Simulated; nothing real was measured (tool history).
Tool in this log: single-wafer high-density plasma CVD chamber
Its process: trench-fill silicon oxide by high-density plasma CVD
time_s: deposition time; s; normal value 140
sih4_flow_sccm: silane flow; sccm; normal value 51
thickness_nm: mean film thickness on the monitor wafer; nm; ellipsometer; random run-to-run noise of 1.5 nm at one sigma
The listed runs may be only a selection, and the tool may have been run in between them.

run,hour,time_s,sih4_flow_sccm,"read-back reference wafer on the same gauge, thickness_nm",thickness_nm
1,0.0,120,51,806.204,577.839
2,21.1,120,51,805.688,578.264
3,55.3,120,51,805.913,575.176
4,80.9,140,58,806.302,762.648
5,95.7,140,51,806.672,667.723
6,128.0,140,51,806.208,665.472
# hour 139.4: silane flow controller replaced
7,140.2,140,51,805.302,724.426
8,164.5,140,51,805.369,724.999
9,199.7,140,51,805.954,727.480
# hour 200.0: gauge calibrated
10,215.9,127,60,805.008,773.399
11,232.2,140,42,805.757,598.774
12,261.7,120,51,806.457,625.239
13,287.5,131,41,806.177,545.964
14,312.3,154,46,805.678,720.063
15,342.7,140,59,805.696,842.547
16,372.4,122,42,806.238,522.356

Each row is a separate what-if for the run after 16, all from the same tool condition, not one after another. Results?
A,372.8,140,51,?,?
B,372.8,140,45,?,?
C,372.8,114,51,?,?
D,372.8,124,48,?,?
E,372.8,140,43,?,?

run,"read-back reference wafer on the same gauge, thickness_nm",thickness_nm
A,805.318,725.566
B,805.318,640.205
C,805.318,590.818
D,805.318,604.842
E,805.318,611.752
With the hidden condition removed and each run's random variation left untouched, the same runs would have given:
run,thickness_nm
A,724.489
B,639.255
C,589.941
D,603.944
E,610.844
